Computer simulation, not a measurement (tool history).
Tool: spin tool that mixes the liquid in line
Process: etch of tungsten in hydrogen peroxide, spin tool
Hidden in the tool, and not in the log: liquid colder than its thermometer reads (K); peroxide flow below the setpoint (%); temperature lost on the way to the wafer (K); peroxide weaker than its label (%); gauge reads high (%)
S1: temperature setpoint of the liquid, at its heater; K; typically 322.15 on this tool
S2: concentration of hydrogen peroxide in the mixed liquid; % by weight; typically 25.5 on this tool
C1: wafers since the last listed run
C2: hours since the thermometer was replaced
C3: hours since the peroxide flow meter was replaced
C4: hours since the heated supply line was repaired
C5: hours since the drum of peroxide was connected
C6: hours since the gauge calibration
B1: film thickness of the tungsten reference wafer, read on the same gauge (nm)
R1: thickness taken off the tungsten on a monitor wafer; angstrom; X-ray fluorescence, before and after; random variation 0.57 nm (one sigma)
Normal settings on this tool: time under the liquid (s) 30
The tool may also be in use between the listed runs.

run 1 hour=0.0 | S1=324.15 S2=25.5 time_under_the_liquid_(s)=30 | C1=0 C2=1806.6 C3=1810.5 C4=1504.7 C5=866.8 C6=130.4 | B1=129.97 | R1=814.8
run 2 hour=30.6 | S1=324.15 S2=25.5 time_under_the_liquid_(s)=30 | C1=381 C2=1837.2 C3=1841.1 C4=1535.3 C5=897.4 C6=161.0 | B1=129.95 | R1=822.3
run 3 hour=58.7 | S1=322.15 S2=21.5 time_under_the_liquid_(s)=30 | C1=350 C2=1865.3 C3=1869.2 C4=1563.4 C5=925.5 C6=189.1 | B1=129.98 | R1=653.0
run 4 hour=77.9 | S1=322.15 S2=21.5 time_under_the_liquid_(s)=30 | C1=239 C2=1884.5 C3=1888.4 C4=1582.6 C5=944.7 C6=208.3 | B1=130.02 | R1=662.9
run 5 hour=90.4 | S1=322.15 S2=25.5 time_under_the_liquid_(s)=30 | C1=155 C2=1897.0 C3=1900.9 C4=1595.1 C5=957.2 C6=220.8 | B1=130.01 | R1=714.8
run 6 hour=115.4 | S1=322.15 S2=25.5 time_under_the_liquid_(s)=30 | C1=311 C2=1922.0 C3=1925.9 C4=1620.1 C5=982.2 C6=245.8 | B1=130.04 | R1=722.2
-- hour=118.3 new drum of peroxide connected
run 7 hour=136.9 | S1=322.15 S2=25.5 time_under_the_liquid_(s)=30 | C1=255 C2=1943.5 C3=1947.4 C4=1641.6 C5=18.6 C6=267.3 | B1=129.95 | R1=720.3
run 8 hour=169.6 | S1=318.65 S2=30.0 time_under_the_liquid_(s)=15 | C1=407 C2=1976.2 C3=1980.1 C4=1674.3 C5=51.3 C6=300.0 | B1=129.98 | R1=315.0
-- hour=172.4 peroxide flow meter replaced
-- hour=193.3 thermometer replaced
run 9 hour=193.8 | S1=322.15 S2=25.5 time_under_the_liquid_(s)=30 | C1=276 C2=0.5 C3=21.4 C4=1698.5 C5=75.5 C6=324.2 | B1=130.01 | R1=716.9
-- hour=200.1 gauge calibrated
-- hour=211.8 heated supply line repaired
run 10 hour=224.2 | S1=316.15 S2=30.0 time_under_the_liquid_(s)=45 | C1=366 C2=30.9 C3=51.8 C4=12.4 C5=105.9 C6=24.1 | B1=130.05 | R1=810.3
run 11 hour=246.4 | S1=316.15 S2=23.5 time_under_the_liquid_(s)=30 | C1=276 C2=53.1 C3=74.0 C4=34.6 C5=128.1 C6=46.3 | B1=130.00 | R1=474.2
run 12 hour=264.3 | S1=325.15 S2=20.5 time_under_the_liquid_(s)=30 | C1=222 C2=71.0 C3=91.9 C4=52.5 C5=146.0 C6=64.2 | B1=130.00 | R1=777.8
run 13 hour=283.1 | S1=318.65 S2=21.5 time_under_the_liquid_(s)=30 | C1=234 C2=89.8 C3=110.7 C4=71.3 C5=164.8 C6=83.0 | B1=130.03 | R1=527.5
run 14 hour=361.1 | S1=322.15 S2=25.5 time_under_the_liquid_(s)=30 | C1=971 C2=167.8 C3=188.7 C4=149.3 C5=242.8 C6=161.0 | B1=130.02 | R1=725.1

Alternative continuations, all from the tool just after run 14; predict every row:
run A hour=361.5 | S1=322.15 S2=19.0 time_under_the_liquid_(s)=30 | C1=4 C2=168.2 C3=189.1 C4=149.7 C5=243.2 C6=161.4 | B1=? | R1=?
run B hour=361.5 | S1=315.65 S2=25.5 time_under_the_liquid_(s)=50 | C1=4 C2=168.2 C3=189.1 C4=149.7 C5=243.2 C6=161.4 | B1=? | R1=?
run C hour=361.5 | S1=317.65 S2=22.5 time_under_the_liquid_(s)=35 | C1=4 C2=168.2 C3=189.1 C4=149.7 C5=243.2 C6=161.4 | B1=? | R1=?
run D hour=361.5 | S1=312.15 S2=19.0 time_under_the_liquid_(s)=40 | C1=4 C2=168.2 C3=189.1 C4=149.7 C5=243.2 C6=161.4 | B1=? | R1=?
run E hour=361.5 | S1=322.15 S2=20.0 time_under_the_liquid_(s)=30 | C1=4 C2=168.2 C3=189.1 C4=149.7 C5=243.2 C6=161.4 | B1=? | R1=?

run=A B1=130.01 R1=623.1
run=B B1=130.01 R1=800.1
run=C B1=130.01 R1=597.5
run=D B1=130.01 R1=440.4
run=E B1=130.01 R1=639.3
Stripped of hidden state, with their random variation kept, the same runs would have yielded:
run=A R1=623.1
run=B R1=800.1
run=C R1=597.5
run=D R1=440.4
run=E R1=639.3

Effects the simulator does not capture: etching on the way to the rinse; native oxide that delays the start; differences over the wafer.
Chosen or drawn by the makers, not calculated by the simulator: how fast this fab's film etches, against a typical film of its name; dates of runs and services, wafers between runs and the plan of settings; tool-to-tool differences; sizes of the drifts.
